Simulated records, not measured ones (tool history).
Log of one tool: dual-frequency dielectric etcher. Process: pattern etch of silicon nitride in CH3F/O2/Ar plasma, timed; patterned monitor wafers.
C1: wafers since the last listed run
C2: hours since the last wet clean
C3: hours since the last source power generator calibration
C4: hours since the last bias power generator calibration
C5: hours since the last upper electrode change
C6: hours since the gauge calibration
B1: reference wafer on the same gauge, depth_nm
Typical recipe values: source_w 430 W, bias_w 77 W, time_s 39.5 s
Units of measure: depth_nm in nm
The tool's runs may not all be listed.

{"run": 1, "hour": 0.0, "source_w": 430, "bias_w": 77, "time_s": 47.5, "C1": 0, "C2": 259.7, "C3": 2723.5, "C4": 3829.1, "C5": 3845.3, "C6": 15.7, "B1": 29.5, "depth_nm": 35.75}
{"run": 2, "hour": 12.3, "source_w": 430, "bias_w": 77, "time_s": 39.5, "C1": 136, "C2": 272, "C3": 2735.8, "C4": 3841.4, "C5": 3857.6, "C6": 28, "B1": 29.53, "depth_nm": 29.34}
{"run": 3, "hour": 19.4, "source_w": 430, "bias_w": 77, "time_s": 39.5, "C1": 78, "C2": 279.1, "C3": 2742.9, "C4": 3848.5, "C5": 3864.7, "C6": 35.1, "B1": 29.48, "depth_nm": 29.76}
{"run": 4, "hour": 32.8, "source_w": 430, "bias_w": 77, "time_s": 39.5, "C1": 149, "C2": 292.5, "C3": 2756.3, "C4": 3861.9, "C5": 3878.1, "C6": 48.5, "B1": 29.48, "depth_nm": 29.71}
{"run": 5, "hour": 45.7, "source_w": 430, "bias_w": 77, "time_s": 39.5, "C1": 143, "C2": 305.4, "C3": 2769.2, "C4": 3874.8, "C5": 3891, "C6": 61.4, "B1": 29.47, "depth_nm": 29.62}
{"hour": 74.6, "done": "upper electrode replaced"}
{"run": 6, "hour": 75.1, "source_w": 430, "bias_w": 77, "time_s": 39.5, "C1": 60, "C2": 334.8, "C3": 2798.6, "C4": 3904.2, "C5": 0.5, "C6": 90.8, "B1": 29.49, "depth_nm": 29.56}
{"run": 7, "hour": 75.5, "source_w": 430, "bias_w": 77, "time_s": 39.5, "C1": 4, "C2": 335.2, "C3": 2799, "C4": 3904.6, "C5": 0.9, "C6": 91.2, "B1": 29.51, "depth_nm": 29.82}
{"run": 8, "hour": 76.2, "source_w": 430, "bias_w": 77, "time_s": 39.5, "C1": 7, "C2": 335.9, "C3": 2799.7, "C4": 3905.3, "C5": 1.6, "C6": 91.9, "B1": 29.46, "depth_nm": 29.72}
{"run": 9, "hour": 83.8, "source_w": 430, "bias_w": 77, "time_s": 39.5, "C1": 84, "C2": 343.5, "C3": 2807.3, "C4": 3912.9, "C5": 9.2, "C6": 99.5, "B1": 29.52, "depth_nm": 29.81}
{"run": 10, "hour": 96.3, "source_w": 500, "bias_w": 58, "time_s": 46.5, "C1": 139, "C2": 356, "C3": 2819.8, "C4": 3925.4, "C5": 21.7, "C6": 112, "B1": 29.51, "depth_nm": 35.62}
{"hour": 134.9, "done": "wet clean of the chamber"}
{"run": 11, "hour": 135.4, "source_w": 540, "bias_w": 67, "time_s": 49, "C1": 168, "C2": 0.5, "C3": 2858.9, "C4": 3964.5, "C5": 60.8, "C6": 151.1, "B1": 29.51, "depth_nm": 40.45}
{"run": 12, "hour": 135.7, "source_w": 430, "bias_w": 71, "time_s": 30.5, "C1": 3, "C2": 0.8, "C3": 2859.2, "C4": 3964.8, "C5": 61.1, "C6": 151.4, "B1": 29.54, "depth_nm": 22.39}
{"run": 13, "hour": 149.7, "source_w": 400, "bias_w": 58, "time_s": 45.5, "C1": 155, "C2": 14.8, "C3": 2873.2, "C4": 3978.8, "C5": 75.1, "C6": 165.4, "B1": 29.49, "depth_nm": 30.69}
{"hour": 154.9, "done": "bias power generator calibrated"}
{"run": 14, "hour": 159.8, "source_w": 330, "bias_w": 77, "time_s": 48, "C1": 67, "C2": 24.9, "C3": 2883.3, "C4": 4.9, "C5": 85.2, "C6": 175.5, "B1": 29.51, "depth_nm": 30.15}
{"hour": 174.0, "done": "source power generator calibrated"}
{"run": 15, "hour": 175.9, "source_w": 430, "bias_w": 90, "time_s": 34, "C1": 134, "C2": 41, "C3": 1.9, "C4": 21, "C5": 101.3, "C6": 191.6, "B1": 29.49, "depth_nm": 26.49}
{"hour": 179.5, "done": "gauge calibrated"}
{"run": 16, "hour": 186.1, "source_w": 500, "bias_w": 77, "time_s": 36, "C1": 113, "C2": 51.2, "C3": 12.1, "C4": 31.2, "C5": 111.5, "C6": 6.6, "B1": 29.5, "depth_nm": 29.64}
{"run": 17, "hour": 202.4, "source_w": 430, "bias_w": 77, "time_s": 39.5, "C1": 181, "C2": 67.5, "C3": 28.4, "C4": 47.5, "C5": 127.8, "C6": 22.9, "B1": 29.49, "depth_nm": 29.62}

Predict the results of run 18:
{"run": 18, "hour": 219.2, "source_w": 430, "bias_w": 77, "time_s": 44.5, "C1": 186, "C2": 84.3, "C3": 45.2, "C4": 64.3, "C5": 144.6, "C6": 39.7, "B1": "?", "depth_nm": "?"}

B1: 29.52
depth_nm: 33.33 nm
With the hidden condition absent and the run-to-run variation left alone, this run would have shown depth_nm 33.33 nm.
